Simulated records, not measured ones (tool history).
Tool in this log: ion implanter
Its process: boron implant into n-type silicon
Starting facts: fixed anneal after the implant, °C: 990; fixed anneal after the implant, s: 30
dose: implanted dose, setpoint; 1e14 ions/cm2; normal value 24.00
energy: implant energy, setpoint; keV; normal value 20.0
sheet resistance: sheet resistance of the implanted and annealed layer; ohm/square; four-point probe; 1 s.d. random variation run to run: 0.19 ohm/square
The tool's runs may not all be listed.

| run | hour | dose | energy | wafers since the last listed run | hours since the last dose calibration | hours since the extraction supply was calibrated | hours since the gauge calibration | read-back reference wafer on the same gauge, sheet resistance | sheet resistance |
|---|---|---|---|---|---|---|---|---|---|
| 1 | 0.0 | 24.00 | 20.0 | 0 | 1634.9 | 5810.1 | 16.4 | 82.79 | 76.07 |
| 2 | 97.4 | 24.00 | 20.0 | 1604 | 1732.3 | 5907.5 | 113.8 | 82.62 | 75.99 |
| 3 | 175.0 | 24.00 | 20.0 | 1278 | 1809.9 | 5985.1 | 191.4 | 82.68 | 76.40 |
| 4 | 317.4 | 20.79 | 15.0 | 2346 | 1952.3 | 6127.5 | 333.8 | 82.71 | 89.64 |
| 5 | 392.1 | 20.79 | 15.0 | 1230 | 2027.0 | 6202.2 | 408.5 | 82.65 | 89.50 |
|  | 402.5 | Faraday cup replaced and dose calibrated |
| 6 | 492.3 | 20.79 | 15.0 | 1519 | 89.8 | 6302.4 | 508.7 | 82.72 | 88.13 |
| 7 | 575.7 | 24.00 | 17.0 | 1374 | 173.2 | 6385.8 | 592.1 | 82.66 | 79.84 |
| 8 | 624.8 | 24.00 | 17.0 | 808 | 222.3 | 6434.9 | 641.2 | 82.68 | 79.83 |
| 9 | 662.6 | 24.00 | 20.0 | 622 | 260.1 | 6472.7 | 679.0 | 82.66 | 75.30 |
|  | 720.2 | extraction supply calibrated |
| 10 | 764.2 | 18.40 | 16.5 | 1542 | 361.7 | 44.0 | 780.6 | 82.79 | 89.72 |
|  | 802.9 | gauge calibrated |
| 11 | 822.1 | 24.00 | 20.0 | 953 | 419.6 | 101.9 | 19.2 | 82.71 | 75.41 |
| 12 | 879.2 | 18.60 | 25.0 | 940 | 476.7 | 159.0 | 76.3 | 82.58 | 80.66 |
| 13 | 958.1 | 28.05 | 24.0 | 1299 | 555.6 | 237.9 | 155.2 | 82.68 | 65.99 |
| 14 | 1050.5 | 20.00 | 15.0 | 1522 | 648.0 | 330.3 | 247.6 | 82.70 | 90.10 |
| 15 | 1109.1 | 19.39 | 14.0 | 965 | 706.6 | 388.9 | 306.2 | 82.67 | 93.77 |
| 16 | 1147.0 | 21.16 | 15.0 | 624 | 744.5 | 426.8 | 344.1 | 82.70 | 88.38 |

Each row is a separate what-if for the run after 16, all from the same tool condition, not one after another. Results?
| A | 1147.4 | 24.00 | 18.0 | 6 | 744.9 | 427.2 | 344.5 | ? | ? |
| B | 1147.4 | 24.00 | 24.5 | 6 | 744.9 | 427.2 | 344.5 | ? | ? |
| C | 1147.4 | 17.72 | 20.0 | 6 | 744.9 | 427.2 | 344.5 | ? | ? |
| D | 1147.4 | 29.10 | 24.5 | 6 | 744.9 | 427.2 | 344.5 | ? | ? |

| run | read-back reference wafer on the same gauge, sheet resistance | sheet resistance |
|---|---|---|
| A | 82.69 | 78.16 |
| B | 82.69 | 70.22 |
| C | 82.69 | 86.88 |
| D | 82.69 | 64.55 |
Take away the tool's hidden state, keep each run's random variation, and the runs would have read:
| run | sheet resistance |
|---|---|
| A | 77.20 |
| B | 69.05 |
| C | 85.23 |
| D | 63.70 |

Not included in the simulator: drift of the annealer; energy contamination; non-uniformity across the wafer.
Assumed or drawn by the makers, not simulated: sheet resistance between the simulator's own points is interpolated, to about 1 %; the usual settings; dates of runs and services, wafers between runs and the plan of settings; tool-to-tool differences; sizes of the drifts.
